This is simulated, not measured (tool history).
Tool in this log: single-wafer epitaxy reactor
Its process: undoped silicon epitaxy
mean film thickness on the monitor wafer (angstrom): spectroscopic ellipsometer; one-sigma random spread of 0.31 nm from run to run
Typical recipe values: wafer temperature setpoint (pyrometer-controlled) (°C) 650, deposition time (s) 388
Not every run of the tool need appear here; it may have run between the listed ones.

run	hour	wafer temperature setpoint (pyrometer-controlled) (°C)	deposition time (s)	read-back reference wafer on the same gauge, thickness_nm	mean film thickness on the monitor wafer (angstrom)
1	0	638	410	53.885	519.64
2	70.3	638	410	53.797	519.01
3	141.6	638	410	53.772	521.83
4	185	657	388	53.775	799.08
5	223.8	657	388	53.817	792.88
6	269.8	650	388	53.72	670.28
7	337.1	650	388	53.853	670.78
8	381.9	650	388	53.713	672.43
9	424.2	656	388	53.702	774.79
10	478.8	650	388	53.629	664
11	533.1	643	388	53.692	562.88
12	582.9	643	388	53.855	563.52
13	613.7	650	428	53.77	740.07
14	671.7	650	388	53.746	674.34
15	714.9	650	388	53.835	570.1
16	745.8	650	388	53.641	568.75
17	801.9	650	388	53.831	572.03
18	834.6	650	388	53.77	574.53
19	885.6	650	388	53.727	574.51
20	953.9	650	388	53.892	577.84
21	1002.8	643	327	53.758	450.1
22	1042.5	662	334	53.877	729.61
23	1084.2	650	388	53.728	642.04
24	1152.4	658	334	53.873	674.28
25	1180.8	650	408	53.906	673.83
26	1239.5	650	388	53.865	647.68
27	1308.7	658	422	53.741	863.94
28	1380	650	388	53.803	650.71
29	1450.9	638	388	53.794	483.85
30	1499.3	659	330	53.79	697.15
31	1570.8	660	344	53.848	744.04
32	1666.6	658	422	53.829	872.08
33	1721.1	642	435	53.815	610.65
34	1746.8	661	341	53.758	751.51
35	1784.8	650	388	53.731	662.16
36	1816.9	642	438	53.813	606.72
37	1871.2	636	458	53.816	548.5

Withheld: 3 entries from between the runs. Position of each, and hidden state at the listed run before versus the listed run after:
Between runs 14 and 15: pyrometer calibrated (hour 711.5)
  wafer temperature above the value expected at the setpoint (K): 2.35 -> -4.27
  measured value less the no-hidden-state value, mean film thickness on the monitor wafer (angstrom): +38.18 -> -64.11
Between runs 20 and 21: pyrometer calibrated, repeated, since the last time left the tool worse (hour 979.4)
  wafer temperature above the value expected at the setpoint (K): -3.54 -> 0.169
  measured value less the no-hidden-state value, mean film thickness on the monitor wafer (angstrom): -53.32 -> +1.92
Between runs 23 and 24: gauge calibrated (hour 1085)
  wafer temperature above the value expected at the setpoint (K): 0.44 -> 0.642
  measured value less the no-hidden-state value, mean film thickness on the monitor wafer (angstrom): +6.97 -> +10.44
